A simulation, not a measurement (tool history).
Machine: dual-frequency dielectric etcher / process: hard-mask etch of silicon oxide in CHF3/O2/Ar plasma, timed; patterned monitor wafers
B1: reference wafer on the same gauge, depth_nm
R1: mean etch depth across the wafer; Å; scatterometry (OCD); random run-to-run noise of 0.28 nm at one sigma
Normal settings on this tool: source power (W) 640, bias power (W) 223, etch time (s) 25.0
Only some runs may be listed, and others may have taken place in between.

Run 1, hour 0.0: usual settings; B1 63.3. Result: R1 531 Å.
At hour 54.4: wet clean of the chamber.
Run 2, hour 103.4: usual settings; B1 63.3. Result: R1 525 Å.
Run 3, hour 159.0: usual settings; B1 63.3. Result: R1 526 Å.
Run 4, hour 212.6: usual settings but bias power (W) 179, etch time (s) 28.5; B1 63.0. Result: R1 545 Å.
Run 5, hour 253.8: usual settings; B1 63.1. Result: R1 530 Å.
Run 6, hour 359.3: usual settings but source power (W) 590; B1 63.0. Result: R1 516 Å.
At hour 444.7: wet clean of the chamber.
Run 7, hour 452.4: usual settings but source power (W) 580, bias power (W) 195; B1 62.8. Result: R1 483 Å.
Run 8, hour 515.2: usual settings but source power (W) 580, bias power (W) 195; B1 62.6. Result: R1 483 Å.
Run 9, hour 584.9: usual settings but source power (W) 580, bias power (W) 195; B1 62.5. Result: R1 480 Å.
Run 10, hour 630.2: usual settings but etch time (s) 29.5; B1 62.4. Result: R1 620 Å.
Run 11, hour 679.2: usual settings; B1 62.5. Result: R1 520 Å.
Run 12, hour 753.0: usual settings; B1 62.3. Result: R1 520 Å.
Run 13, hour 817.9: usual settings; B1 62.0. Result: R1 521 Å.
At hour 847.2: wet clean of the chamber.
Run 14, hour 884.6: usual settings; B1 61.7. Result: R1 517 Å.
At hour 937.6: gauge calibrated.
Run 15, hour 989.6: usual settings but source power (W) 740, bias power (W) 263, etch time (s) 21.5; B1 63.7. Result: R1 517 Å.
At hour 1033.0: upper electrode replaced.
Run 16, hour 1096.7: usual settings but source power (W) 500; B1 63.7. Result: R1 505 Å.
Run 17, hour 1162.9: usual settings; B1 63.7. Result: R1 535 Å.
At hour 1216.8: source power generator calibrated.
At hour 1267.8: wet clean of the chamber.
Run 18, hour 1268.3: usual settings; B1 63.5. Result: R1 536 Å.
Run 19, hour 1314.6: usual settings but source power (W) 690, bias power (W) 168; B1 63.7. Result: R1 483 Å.
Run 20, hour 1404.0: usual settings; B1 63.5. Result: R1 533 Å.
Run 21, hour 1462.0: usual settings but bias power (W) 173, etch time (s) 31.5; B1 63.6. Result: R1 596 Å.
At hour 1512.1: bias power generator calibrated.
Run 22, hour 1524.3: usual settings; B1 63.5. Result: R1 537 Å.
Run 23, hour 1567.9: usual settings but bias power (W) 198; B1 63.5. Result: R1 506 Å.
At hour 1632.4: wet clean of the chamber.
Run 24, hour 1636.0: usual settings but source power (W) 770; B1 63.4. Result: R1 557 Å.
Run 25, hour 1713.4: usual settings but etch time (s) 22.5; B1 63.3. Result: R1 476 Å.
Run 26, hour 1761.9: usual settings but etch time (s) 29.0; B1 63.4. Result: R1 617 Å.
Run 27, hour 1800.3: usual settings but source power (W) 740, bias power (W) 257; B1 63.1. Result: R1 586 Å.
Run 28, hour 1898.6: usual settings but source power (W) 770, bias power (W) 203, etch time (s) 30.0; B1 63.1. Result: R1 637 Å.
Run 29, hour 1938.2: usual settings but source power (W) 580, bias power (W) 186, etch time (s) 19.5; B1 63.0. Result: R1 373 Å.

Below are 4 alternative next runs, each starting from the tool's condition after run 29. Predict each:
Run A, hour 1938.6: usual settings; B1 ?. Result: R1 ?.
Run B, hour 1938.6: usual settings but etch time (s) 28.5; B1 ?. Result: R1 ?.
Run C, hour 1938.6: usual settings but source power (W) 520, etch time (s) 18.5; B1 ?. Result: R1 ?.
Run D, hour 1938.6: usual settings but source power (W) 750, bias power (W) 182, etch time (s) 29.0; B1 ?. Result: R1 ?.

run    B1   R1
  A  63.0  523
  B  63.0  596
  C  63.0  368
  D  63.0  578
Take away the tool's hidden state, keep each run's random variation, and the runs would have read:
run   R1
  A  528
  B  602
  C  371
  D  583
